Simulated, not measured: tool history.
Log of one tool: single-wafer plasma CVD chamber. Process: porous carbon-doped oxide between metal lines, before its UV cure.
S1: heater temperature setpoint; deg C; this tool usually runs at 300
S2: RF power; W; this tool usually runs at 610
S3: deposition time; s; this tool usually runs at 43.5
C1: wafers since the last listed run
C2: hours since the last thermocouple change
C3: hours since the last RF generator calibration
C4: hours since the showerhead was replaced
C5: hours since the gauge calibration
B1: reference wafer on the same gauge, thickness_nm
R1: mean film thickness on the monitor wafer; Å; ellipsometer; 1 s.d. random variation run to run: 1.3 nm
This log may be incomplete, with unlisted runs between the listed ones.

run	hour	S1	S2	S3	C1	C2	C3	C4	C5	B1	R1
1	0.0	309	610	43.5	0	1944.9	1332.1	6098.6	624.4	231.771	2736.56
2	26.3	309	610	43.5	505	1971.2	1358.4	6124.9	650.7	231.161	2755.44
3	77.5	309	610	43.5	984	2022.4	1409.6	6176.1	701.9	230.945	2731.26
4	118.5	300	610	43.5	788	2063.4	1450.6	6217.1	742.9	230.602	2862.94
5	186.8	300	610	43.5	1313	2131.7	1518.9	6285.4	811.2	230.549	2864.88
6	213.2	300	610	43.5	507	2158.1	1545.3	6311.8	837.6	230.420	2840.34
7	256.5	309	550	43.5	832	2201.4	1588.6	6355.1	880.9	230.070	2583.74
8	307.5	309	550	43.5	980	2252.4	1639.6	6406.1	931.9	229.811	2565.83
9	339.4	300	610	43.5	613	2284.3	1671.5	6438.0	963.8	229.525	2822.78
10	366.1	300	610	43.5	513	2311.0	1698.2	6464.7	990.5	229.191	2837.58
11	411.4	300	525	43.5	870	2356.3	1743.5	6510.0	1035.8	228.782	2629.77
12	443.3	300	525	43.5	613	2388.2	1775.4	6541.9	1067.7	228.835	2609.48
13	473.5	288	610	48.4	580	2418.4	1805.6	6572.1	1097.9	228.262	3350.43
# hour 500.6: RF generator calibrated
# hour 522.4: thermocouple changed; heater temperature recalibrated
14	522.9	310	645	40.0	642	0.5	22.3	6621.5	1147.3	227.890	2534.48
# hour 548.1: showerhead replaced
15	571.8	300	610	43.5	786	49.4	71.2	23.7	1196.2	227.488	2824.30
16	635.0	292	610	35.3	1215	112.6	134.4	86.9	1259.4	227.212	2401.30
17	693.4	309	530	35.3	1122	171.0	192.8	145.3	1317.8	226.446	2030.28
18	721.9	288	545	51.9	547	199.5	221.3	173.8	1346.3	226.112	3327.77
19	929.9	315	650	39.5	3998	407.5	429.3	381.8	1554.3	223.884	2406.89
# hour 985.9: gauge calibrated
20	990.5	300	610	43.5	1165	468.1	489.9	442.4	4.6	235.290	2900.83
21	1019.8	300	520	45.9	563	497.4	519.2	471.7	33.9	235.315	2826.70
22	1194.3	286	550	38.7	3354	671.9	693.7	646.2	208.4	235.120	2636.77
23	1231.1	306	650	46.3	707	708.7	730.5	683.0	245.2	234.915	3096.97
24	1283.3	300	610	43.5	1003	760.9	782.7	735.2	297.4	234.805	2913.83

Forecast each of these 3 alternatives for the next run:
A	1283.7	300	510	43.5	7	761.3	783.1	735.6	297.8	?	?
B	1283.7	289	710	45.8	7	761.3	783.1	735.6	297.8	?	?
C	1283.7	285	500	43.5	7	761.3	783.1	735.6	297.8	?	?

run	B1	R1
A	235.188	2633.48
B	235.188	3523.66
C	235.188	2833.21
Stripped of hidden state, with their random variation kept, the same runs would have yielded:
run	R1
A	2623.13
B	3509.82
C	2822.08

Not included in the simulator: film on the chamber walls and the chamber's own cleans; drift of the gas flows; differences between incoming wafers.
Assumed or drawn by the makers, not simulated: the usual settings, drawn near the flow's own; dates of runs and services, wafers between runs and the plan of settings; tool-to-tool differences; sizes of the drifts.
